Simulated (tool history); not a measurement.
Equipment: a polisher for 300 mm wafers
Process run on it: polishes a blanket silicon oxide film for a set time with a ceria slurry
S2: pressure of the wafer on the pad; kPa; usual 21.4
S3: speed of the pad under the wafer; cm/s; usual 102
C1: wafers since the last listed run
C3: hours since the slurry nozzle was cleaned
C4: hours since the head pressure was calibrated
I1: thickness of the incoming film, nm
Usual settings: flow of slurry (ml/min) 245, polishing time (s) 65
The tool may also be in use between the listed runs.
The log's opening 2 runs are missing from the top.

run 3 hour=34.5 | flow_of_slurry_(ml/min)=245 S2=21.4 S3=102 polishing_time_(s)=65 | C1=151 wafers_polished_on_this_pad=1034 C3=19.4 C4=217.8 | I1=823.1 | film_removed_(Å)=3007
run 4 hour=49.9 | flow_of_slurry_(ml/min)=245 S2=21.4 S3=102 polishing_time_(s)=76 | C1=135 wafers_polished_on_this_pad=1170 C3=34.8 C4=233.2 | I1=856.8 | film_removed_(Å)=3513
run 5 hour=82.8 | flow_of_slurry_(ml/min)=245 S2=21.4 S3=102 polishing_time_(s)=76 | C1=289 wafers_polished_on_this_pad=1460 C3=67.7 C4=266.1 | I1=820.9 | film_removed_(Å)=3463
run 6 hour=112.4 | flow_of_slurry_(ml/min)=245 S2=21.4 S3=102 polishing_time_(s)=76 | C1=260 wafers_polished_on_this_pad=1721 C3=97.3 C4=295.7 | I1=828.7 | film_removed_(Å)=3398
run 7 hour=145.4 | flow_of_slurry_(ml/min)=245 S2=21.4 S3=102 polishing_time_(s)=65 | C1=290 wafers_polished_on_this_pad=2011 C3=130.3 C4=328.7 | I1=852.1 | film_removed_(Å)=2850
-- hour=162.1 worn pad replaced by a new one
run 8 hour=164.2 | flow_of_slurry_(ml/min)=245 S2=21.4 S3=102 polishing_time_(s)=65 | C1=130 wafers_polished_on_this_pad=18 C3=149.1 C4=347.5 | I1=839.5 | film_removed_(Å)=2919
run 9 hour=196.7 | flow_of_slurry_(ml/min)=245 S2=21.4 S3=102 polishing_time_(s)=65 | C1=286 wafers_polished_on_this_pad=304 C3=181.6 C4=380 | I1=839.8 | film_removed_(Å)=2874
run 10 hour=226.6 | flow_of_slurry_(ml/min)=245 S2=21.4 S3=102 polishing_time_(s)=65 | C1=263 wafers_polished_on_this_pad=568 C3=211.5 C4=409.9 | I1=832.8 | film_removed_(Å)=2850
run 11 hour=238.7 | flow_of_slurry_(ml/min)=245 S2=21.4 S3=102 polishing_time_(s)=65 | C1=106 wafers_polished_on_this_pad=674 C3=223.6 C4=422 | I1=838.4 | film_removed_(Å)=2787
run 12 hour=260.5 | flow_of_slurry_(ml/min)=245 S2=21.4 S3=102 polishing_time_(s)=65 | C1=192 wafers_polished_on_this_pad=866 C3=245.4 C4=443.8 | I1=830.4 | film_removed_(Å)=2768
run 13 hour=283.6 | flow_of_slurry_(ml/min)=245 S2=21.4 S3=102 polishing_time_(s)=65 | C1=203 wafers_polished_on_this_pad=1070 C3=268.5 C4=466.9 | I1=842.2 | film_removed_(Å)=2700
run 14 hour=309.8 | flow_of_slurry_(ml/min)=245 S2=21.4 S3=102 polishing_time_(s)=65 | C1=230 wafers_polished_on_this_pad=1301 C3=294.7 C4=493.1 | I1=844.4 | film_removed_(Å)=2722
run 15 hour=345.3 | flow_of_slurry_(ml/min)=295 S2=23.4 S3=102 polishing_time_(s)=65 | C1=312 wafers_polished_on_this_pad=1614 C3=330.2 C4=528.6 | I1=846.3 | film_removed_(Å)=3021
run 16 hour=359.5 | flow_of_slurry_(ml/min)=295 S2=23.4 S3=102 polishing_time_(s)=65 | C1=125 wafers_polished_on_this_pad=1739 C3=344.4 C4=542.8 | I1=837.5 | film_removed_(Å)=3021
-- hour=370.7 head pressure recalibrated
run 17 hour=374.9 | flow_of_slurry_(ml/min)=245 S2=21.4 S3=102 polishing_time_(s)=65 | C1=118 wafers_polished_on_this_pad=1857 C3=359.8 C4=4.2 | I1=830.1 | film_removed_(Å)=3032
-- hour=398.6 worn pad replaced by a new one
run 18 hour=406.5 | flow_of_slurry_(ml/min)=245 S2=28.3 S3=102 polishing_time_(s)=74 | C1=243 wafers_polished_on_this_pad=69 C3=391.4 C4=35.8 | I1=841.9 | film_removed_(Å)=4504
run 19 hour=432.6 | flow_of_slurry_(ml/min)=305 S2=16.5 S3=102 polishing_time_(s)=84 | C1=229 wafers_polished_on_this_pad=299 C3=417.5 C4=61.9 | I1=838.4 | film_removed_(Å)=3084

What does the tool deliver on the next run?
run 20 hour=453.4 | flow_of_slurry_(ml/min)=310 S2=23.4 S3=126 polishing_time_(s)=75 | C1=183 wafers_polished_on_this_pad=482 C3=438.3 C4=82.7 | I1=843 | film_removed_(Å)=?

film removed (Å): 4624
Minus the tool's unlogged condition, the same run would have read film removed (Å) 4951.
